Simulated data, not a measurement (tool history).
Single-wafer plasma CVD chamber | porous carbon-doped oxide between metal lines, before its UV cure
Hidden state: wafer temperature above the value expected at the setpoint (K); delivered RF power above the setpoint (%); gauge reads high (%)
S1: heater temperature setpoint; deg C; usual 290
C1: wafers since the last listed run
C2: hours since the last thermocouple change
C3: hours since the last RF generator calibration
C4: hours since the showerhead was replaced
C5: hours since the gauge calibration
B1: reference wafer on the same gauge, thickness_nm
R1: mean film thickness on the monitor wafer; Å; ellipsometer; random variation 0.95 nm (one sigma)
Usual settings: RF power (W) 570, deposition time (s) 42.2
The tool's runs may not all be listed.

run 1 hour=0 | S1=295 RF_power_(W)=570 deposition_time_(s)=42.2 | C1=0 C2=1524.2 C3=490.2 C4=2462.6 C5=1101.7 | B1=249.96 | R1=2731.22
run 2 hour=91.9 | S1=295 RF_power_(W)=570 deposition_time_(s)=42.2 | C1=2103 C2=1616.1 C3=582.1 C4=2554.5 C5=1193.6 | B1=249.86 | R1=2715.5
-- hour=214.4 gauge calibrated
run 3 hour=386.6 | S1=290 RF_power_(W)=570 deposition_time_(s)=39.6 | C1=6744 C2=1910.8 C3=876.8 C4=2849.2 C5=172.2 | B1=250.133 | R1=2605.95
run 4 hour=431.3 | S1=290 RF_power_(W)=570 deposition_time_(s)=39.6 | C1=1022 C2=1955.5 C3=921.5 C4=2893.9 C5=216.9 | B1=250.27 | R1=2596.75
run 5 hour=537.6 | S1=290 RF_power_(W)=570 deposition_time_(s)=39.6 | C1=2432 C2=2061.8 C3=1027.8 C4=3000.2 C5=323.2 | B1=249.773 | R1=2591.5
run 6 hour=608.9 | S1=290 RF_power_(W)=570 deposition_time_(s)=42.2 | C1=1631 C2=2133.1 C3=1099.1 C4=3071.5 C5=394.5 | B1=250.003 | R1=2746.68
run 7 hour=700.8 | S1=290 RF_power_(W)=655 deposition_time_(s)=42.2 | C1=2103 C2=2225 C3=1191 C4=3163.4 C5=486.4 | B1=249.945 | R1=2974.88
run 8 hour=746.9 | S1=290 RF_power_(W)=655 deposition_time_(s)=42.2 | C1=1054 C2=2271.1 C3=1237.1 C4=3209.5 C5=532.5 | B1=249.871 | R1=2975.34
-- hour=792.1 RF generator calibrated
run 9 hour=841.6 | S1=290 RF_power_(W)=660 deposition_time_(s)=42.2 | C1=1984 C2=2365.8 C3=49.5 C4=3304.2 C5=627.2 | B1=249.94 | R1=3079.61
run 10 hour=937.6 | S1=290 RF_power_(W)=570 deposition_time_(s)=46.1 | C1=2196 C2=2461.8 C3=145.5 C4=3400.2 C5=723.2 | B1=249.889 | R1=3095.35
run 11 hour=1011.1 | S1=290 RF_power_(W)=570 deposition_time_(s)=46.1 | C1=1682 C2=2535.3 C3=219 C4=3473.7 C5=796.7 | B1=250.127 | R1=3076.64
run 12 hour=1060.8 | S1=290 RF_power_(W)=635 deposition_time_(s)=42.2 | C1=1137 C2=2585 C3=268.7 C4=3523.4 C5=846.4 | B1=250.009 | R1=3015.06
run 13 hour=1153.3 | S1=290 RF_power_(W)=635 deposition_time_(s)=42.2 | C1=2116 C2=2677.5 C3=361.2 C4=3615.9 C5=938.9 | B1=249.787 | R1=3007.75
run 14 hour=1237.9 | S1=290 RF_power_(W)=635 deposition_time_(s)=42.2 | C1=1936 C2=2762.1 C3=445.8 C4=3700.5 C5=1023.5 | B1=250.07 | R1=2994.26
run 15 hour=1291.4 | S1=290 RF_power_(W)=570 deposition_time_(s)=42.2 | C1=1224 C2=2815.6 C3=499.3 C4=3754 C5=1077 | B1=249.849 | R1=2799.81
run 16 hour=1328.8 | S1=290 RF_power_(W)=490 deposition_time_(s)=42.2 | C1=855 C2=2853 C3=536.7 C4=3791.4 C5=1114.4 | B1=250.179 | R1=2567.73
run 17 hour=1420.8 | S1=290 RF_power_(W)=570 deposition_time_(s)=36.9 | C1=2105 C2=2945 C3=628.7 C4=3883.4 C5=1206.4 | B1=249.912 | R1=2458.54
run 18 hour=1466.6 | S1=282 RF_power_(W)=535 deposition_time_(s)=33.9 | C1=1048 C2=2990.8 C3=674.5 C4=3929.2 C5=1252.2 | B1=250.189 | R1=2271.26
-- hour=1500.7 showerhead replaced
run 19 hour=1543.2 | S1=290 RF_power_(W)=570 deposition_time_(s)=42.2 | C1=1569 C2=3067.4 C3=751.1 C4=42.5 C5=1328.8 | B1=250.03 | R1=2792.09
-- hour=1620 gauge calibrated
run 20 hour=1650.2 | S1=286 RF_power_(W)=535 deposition_time_(s)=39 | C1=2448 C2=3174.4 C3=858.1 C4=149.5 C5=30.2 | B1=250.126 | R1=2531.56
-- hour=1698.1 thermocouple changed; heater temperature recalibrated
run 21 hour=1713.8 | S1=279 RF_power_(W)=530 deposition_time_(s)=42.2 | C1=1272 C2=15.7 C3=921.7 C4=213.1 C5=93.8 | B1=249.881 | R1=2794.4
run 22 hour=1762 | S1=297 RF_power_(W)=630 deposition_time_(s)=48.1 | C1=1103 C2=63.9 C3=969.9 C4=261.3 C5=142 | B1=250.2 | R1=3204.58
run 23 hour=1856.5 | S1=290 RF_power_(W)=570 deposition_time_(s)=34.7 | C1=2162 C2=158.4 C3=1064.4 C4=355.8 C5=236.5 | B1=250.009 | R1=2270.13
-- hour=1874.6 RF generator calibrated
run 24 hour=1892.8 | S1=305 RF_power_(W)=570 deposition_time_(s)=42.2 | C1=647 C2=194.7 C3=18.2 C4=392.1 C5=272.8 | B1=250.027 | R1=2612.04
run 25 hour=1969.6 | S1=299 RF_power_(W)=570 deposition_time_(s)=42.2 | C1=1757 C2=271.5 C3=95 C4=468.9 C5=349.6 | B1=249.724 | R1=2717.82
run 26 hour=2010.4 | S1=295 RF_power_(W)=570 deposition_time_(s)=38.6 | C1=933 C2=312.3 C3=135.8 C4=509.7 C5=390.4 | B1=249.78 | R1=2525.9
run 27 hour=2061.8 | S1=282 RF_power_(W)=475 deposition_time_(s)=48.2 | C1=1176 C2=363.7 C3=187.2 C4=561.1 C5=441.8 | B1=249.882 | R1=3010.72

Run 28 comes next. What will it give?
run 28 hour=2331 | S1=290 RF_power_(W)=655 deposition_time_(s)=42.2 | C1=6160 C2=632.9 C3=456.4 C4=830.3 C5=711 | B1=? | R1=?

Run 28 gave B1 249.926, R1 3044.33 Å.
Without the tool's hidden state the same run would have given R1 3069.87 Å.

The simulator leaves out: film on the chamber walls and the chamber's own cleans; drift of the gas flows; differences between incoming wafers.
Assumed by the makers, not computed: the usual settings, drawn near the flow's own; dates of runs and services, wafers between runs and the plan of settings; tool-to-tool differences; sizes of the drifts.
